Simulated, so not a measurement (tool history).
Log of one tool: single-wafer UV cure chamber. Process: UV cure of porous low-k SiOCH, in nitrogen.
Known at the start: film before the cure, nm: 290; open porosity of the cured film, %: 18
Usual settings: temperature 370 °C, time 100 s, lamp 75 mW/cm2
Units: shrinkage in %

run	hour	temperature	time	lamp	shrinkage
1	0.0	370	100	75	4.175
2	35.3	370	100	75	4.223
3	53.5	382	100	75	4.334
4	89.5	382	100	75	4.144
5	120.7	382	100	75	4.152
6	146.0	370	100	75	3.997
# hour 157.4: UV bulbs replaced
7	173.6	370	100	75	5.450
8	197.0	370	100	75	5.328
9	227.3	370	155	75	6.672
10	242.9	370	155	75	6.610
11	272.6	389	100	40	3.386
12	292.0	370	130	59	5.012
13	306.9	357	40	58	1.819
# hour 349.0: quartz window cleaned
14	349.5	370	100	94	6.187
15	442.1	364	160	40	4.484
16	456.2	352	60	56	2.605
17	471.0	354	85	49	3.085

The same runs without the tool's hidden state, with the same run-to-run variation:
The hidden state here: lamp output below its setpoint, %; transmission lost against a clean window, %.
run	shrinkage
1	6.109
2	6.254
3	6.415
4	6.206
5	6.282
6	6.139
7	6.116
8	6.099
9	7.640
10	7.651
11	4.278
12	6.183
13	2.464
14	6.992
15	5.494
16	3.363
17	3.975

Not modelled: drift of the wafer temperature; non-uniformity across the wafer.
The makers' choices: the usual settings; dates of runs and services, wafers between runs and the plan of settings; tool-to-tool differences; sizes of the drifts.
